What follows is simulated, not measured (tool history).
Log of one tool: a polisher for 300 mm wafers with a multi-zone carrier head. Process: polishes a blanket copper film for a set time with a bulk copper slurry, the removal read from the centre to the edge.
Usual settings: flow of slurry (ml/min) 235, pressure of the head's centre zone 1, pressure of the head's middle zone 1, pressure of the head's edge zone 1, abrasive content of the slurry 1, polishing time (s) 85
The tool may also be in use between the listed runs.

run	hour	flow of slurry (ml/min)	pressure of the head's centre zone	pressure of the head's middle zone	pressure of the head's edge zone	abrasive content of the slurry	polishing time (s)	incoming thickness of the incoming film, nm	film removed at the wafer's centre (nm)	film removed at mid-radius (nm)	film removed at the wafer's edge (nm)
1	0	235	1	1	1.07	1	85	3375.7	922.7	938.3	933.6
2	16.3	235	1	1	1.07	1	85	3394.7	908	941.1	958.7
# hour 24.2: carrier head's membrane replaced by a new one
3	24.7	235	1	1	1	1	62	3363.7	663.1	691.8	671.4
4	35.7	235	1	1	1	1	85	3357.2	901.2	935.3	893.2
5	69.4	235	1	1	1	1	85	3355.2	894	925	895
6	83.4	235	1.09	1	0.96	0.9	85	3372.2	930.8	894.9	852.4
7	93.5	200	0.91	1	1	1.3	85	3325.3	841.9	949.8	929.9
# hour 101: centre zone pressure recalibrated
8	103.5	235	0.93	0.96	1	1.2	85	3325.8	877.4	916	887.9
# hour 106.6: edge zone pressure recalibrated
# hour 116.3: worn pad replaced by a new one
9	116.8	310	1.09	1.04	1	1	85	3327.7	1014.7	1026.3	948
10	129.7	235	1	1	1.12	1	77	3396	832.8	854.4	865.1
11	139.1	295	1	1.11	1.12	1	85	3383	950.1	1067.4	971.8
12	155.3	235	1	1	1.09	0.75	77	3350.3	784.2	812.1	785.9
13	168.8	235	1	1	1	1	85	3383.3	923.8	945.6	931.8
14	175.2	235	1	1	1	1	85	3353.5	925.6	957.4	895
15	182.7	235	1	1	0.9	0.85	85	3366.5	892.3	906	848.6
16	197.1	235	1.08	1	0.91	1.3	72	3383.8	867.1	834	797.5
17	207.5	175	1	1.05	1.06	1	66	3337.1	663.5	724.1	701.3
18	219.9	235	1	1	1	1	57	3331.2	604.8	627.8	608.4
19	231.9	235	1	1	1	1	85	3299	903.3	915.8	909.7
# hour 235.3: slurry nozzle cleaned
# hour 238.2: worn pad replaced by a new one
20	245	235	1	0.96	1	1.25	85	3366.2	950.8	966.1	960.6
21	260.1	165	0.89	1.11	0.95	1	85	3403.2	793.3	982.2	866.5

Forecast each of these 4 alternatives for the next run:
A	260.5	235	0.91	1	1	1	85	3341.3	?	?	?
B	260.5	165	1	0.92	1	0.85	85	3341.3	?	?	?
C	260.5	235	1	1	0.95	1	85	3341.3	?	?	?
D	260.5	265	1	1	0.97	1	85	3341.3	?	?	?

run	film removed at the wafer's centre (nm)	film removed at mid-radius (nm)	film removed at the wafer's edge (nm)
A	854.1	949.5	910.7
B	825.3	805.5	842.9
C	913.6	949.2	895.2
D	929.1	963.7	911.8
Without the tool's hidden state the same runs would have given:
run	film removed at the wafer's centre (nm)	film removed at mid-radius (nm)	film removed at the wafer's edge (nm)
A	854.9	950.4	911.6
B	826.1	806.3	843.7
C	914.5	950.1	896.1
D	930	964.6	912.7
